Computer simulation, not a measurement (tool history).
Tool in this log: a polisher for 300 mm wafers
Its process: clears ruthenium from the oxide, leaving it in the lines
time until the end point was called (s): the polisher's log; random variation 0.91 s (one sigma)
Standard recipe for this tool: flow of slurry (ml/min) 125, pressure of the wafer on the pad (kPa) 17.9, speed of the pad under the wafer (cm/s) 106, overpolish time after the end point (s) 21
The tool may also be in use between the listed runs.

| run | hour | flow of slurry (ml/min) | pressure of the wafer on the pad (kPa) | speed of the pad under the wafer (cm/s) | overpolish time after the end point (s) | wafers since the last listed run | wafers polished on this pad | hours since the slurry nozzle was cleaned | hours since the head pressure was calibrated | incoming thickness of the incoming film, nm | time until the end point was called (s) |
|---|---|---|---|---|---|---|---|---|---|---|---|
| 1 | 0.0 | 125 | 20.7 | 106 | 21 | 0 | 1160 | 650.4 | 176.8 | 181.8 | 93.8 |
| 2 | 55.9 | 125 | 17.9 | 106 | 21 | 525 | 1685 | 706.3 | 232.7 | 179.3 | 102.2 |
|  | 66.6 | slurry nozzle cleaned |
| 3 | 112.5 | 125 | 17.9 | 106 | 21 | 522 | 2208 | 45.9 | 289.3 | 179.4 | 103.7 |
|  | 163.9 | worn pad replaced by a new one |
| 4 | 164.4 | 125 | 17.9 | 106 | 21 | 450 | 4 | 97.8 | 341.2 | 179.6 | 92.8 |
| 5 | 189.0 | 125 | 17.9 | 106 | 21 | 231 | 235 | 122.4 | 365.8 | 177.5 | 95.8 |
| 6 | 403.3 | 140 | 17.9 | 106 | 15 | 2013 | 2248 | 336.7 | 580.1 | 180.1 | 106.9 |
|  | 451.1 | worn pad replaced by a new one |
| 7 | 473.0 | 140 | 17.9 | 106 | 15 | 617 | 205 | 406.4 | 649.8 | 178.6 | 91.7 |
| 8 | 527.2 | 140 | 17.9 | 106 | 15 | 509 | 714 | 460.6 | 704.0 | 180.9 | 96.3 |
| 9 | 576.2 | 125 | 17.9 | 106 | 11 | 460 | 1175 | 509.6 | 753.0 | 178.9 | 100.6 |
| 10 | 608.6 | 125 | 17.9 | 106 | 11 | 304 | 1479 | 542.0 | 785.4 | 178.5 | 102.3 |
| 11 | 644.9 | 125 | 17.9 | 106 | 11 | 341 | 1820 | 578.3 | 821.7 | 178.1 | 103.0 |
|  | 711.4 | worn pad replaced by a new one |
| 12 | 711.9 | 125 | 17.9 | 106 | 12 | 591 | 4 | 645.3 | 888.7 | 179.1 | 90.7 |
| 13 | 773.0 | 165 | 24.1 | 122 | 10 | 574 | 578 | 706.4 | 949.8 | 178.3 | 63.3 |
|  | 784.8 | slurry nozzle cleaned |
| 14 | 833.2 | 125 | 17.9 | 106 | 21 | 556 | 1135 | 48.4 | 1010.0 | 179.0 | 102.0 |
|  | 892.4 | head pressure recalibrated |
| 15 | 892.9 | 125 | 20.7 | 106 | 21 | 542 | 1677 | 108.1 | 0.5 | 179.1 | 90.1 |
| 16 | 936.2 | 105 | 17.9 | 126 | 34 | 406 | 2083 | 151.4 | 43.8 | 179.5 | 91.2 |
|  | 995.5 | worn pad replaced by a new one |
| 17 | 997.5 | 125 | 17.9 | 106 | 21 | 538 | 18 | 212.7 | 105.1 | 182.8 | 94.2 |
| 18 | 1054.6 | 80 | 22.1 | 118 | 26 | 536 | 554 | 269.8 | 162.2 | 177.8 | 85.2 |
| 19 | 1086.2 | 95 | 17.9 | 106 | 33 | 296 | 851 | 301.4 | 193.8 | 180.4 | 107.0 |
| 20 | 1131.2 | 125 | 17.9 | 92 | 21 | 422 | 1274 | 346.4 | 238.8 | 181.7 | 118.3 |
| 21 | 1194.0 | 125 | 14.5 | 70 | 17 | 589 | 1864 | 409.2 | 301.6 | 177.9 | 182.3 |
|  | 1262.7 | worn pad replaced by a new one |
| 22 | 1263.3 | 125 | 17.9 | 106 | 21 | 613 | 5 | 478.5 | 370.9 | 178.7 | 91.8 |
| 23 | 1346.7 | 105 | 16.5 | 76 | 21 | 783 | 789 | 561.9 | 454.3 | 178.4 | 151.6 |
| 24 | 1380.4 | 125 | 17.9 | 106 | 12 | 316 | 1105 | 595.6 | 488.0 | 179.6 | 101.0 |

Below, each run's measurement less what the same run would have read without the hidden state. Both values contain the same run-to-run variation, but the gauge's scatter may not be the same in both:
Hidden state at play: removal rate lost through wear of the pad, %; slurry flow missing at the pad, %; deviation of the head's pressure from its setpoint, %.
| run | time until the end point was called (s) |
|---|---|
| 1 | +10.0 |
| 2 | +12.3 |
| 3 | +13.4 |
| 4 | +3.5 |
| 5 | +6.4 |
| 6 | +16.1 |
| 7 | +3.2 |
| 8 | +7.5 |
| 9 | +10.1 |
| 10 | +11.2 |
| 11 | +12.1 |
| 12 | +0.3 |
| 13 | +4.0 |
| 14 | +9.6 |
| 15 | +9.8 |
| 16 | +10.5 |
| 17 | +1.6 |
| 18 | +6.2 |
| 19 | +9.9 |
| 20 | +13.0 |
| 21 | +22.6 |
| 22 | +1.5 |
| 23 | +13.4 |
| 24 | +10.5 |
